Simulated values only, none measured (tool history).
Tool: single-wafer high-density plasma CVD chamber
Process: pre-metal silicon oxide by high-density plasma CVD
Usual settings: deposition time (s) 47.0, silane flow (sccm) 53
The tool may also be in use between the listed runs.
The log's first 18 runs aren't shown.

run,hour,deposition time (s),silane flow (sccm),"read-back reference wafer on the same gauge, thickness_nm",mean film thickness on the monitor wafer (Å)
19,1354.8,47.0,60,229.736,2889.85
# hour 1385.5: silane flow controller replaced
20,1397.7,49.2,50,229.609,2547.59
21,1468.4,49.2,50,229.415,2528.49
22,1523.1,53.5,58,229.945,3190.38
23,1571.3,47.0,56,229.562,2707.94
24,1632.8,47.0,56,229.835,2714.33
25,1693.2,49.7,48,230.030,2479.31
26,1989.6,53.9,58,230.500,3197.10
27,2066.5,47.0,53,230.869,2577.39
28,2150.7,38.5,53,230.349,2101.53
29,2208.1,49.7,60,230.576,3051.05
30,2258.2,47.0,53,231.089,2572.11
31,2314.1,43.3,46,230.964,2074.82
32,2421.1,52.1,44,231.308,2400.76
33,2482.1,47.0,53,231.242,2573.65
34,2525.0,44.6,60,231.693,2743.11
35,2574.0,47.0,53,232.152,2590.67
36,2627.3,38.1,48,231.693,1895.06
37,2701.6,41.9,53,232.039,2320.28
38,2749.3,47.0,53,231.808,2586.49
39,2795.4,47.0,61,232.332,2938.33
40,2849.3,44.4,53,232.281,2444.19
41,2903.4,55.7,49,231.924,2834.93
# hour 2967.2: silane flow controller replaced
42,3005.2,44.5,47,232.344,2199.63

3 ways to go on from here, each from the tool as it stands after run 42. What would each give?
A,3005.6,47.0,53,?,?
B,3005.6,44.3,44,?,?
C,3005.6,39.0,43,?,?

run,"read-back reference wafer on the same gauge, thickness_nm",mean film thickness on the monitor wafer (Å)
A,232.486,2583.05
B,232.486,2042.55
C,232.486,1759.83
Without the tool's hidden state the same runs would have given:
run,mean film thickness on the monitor wafer (Å)
A,2533.38
B,2003.27
C,1725.98

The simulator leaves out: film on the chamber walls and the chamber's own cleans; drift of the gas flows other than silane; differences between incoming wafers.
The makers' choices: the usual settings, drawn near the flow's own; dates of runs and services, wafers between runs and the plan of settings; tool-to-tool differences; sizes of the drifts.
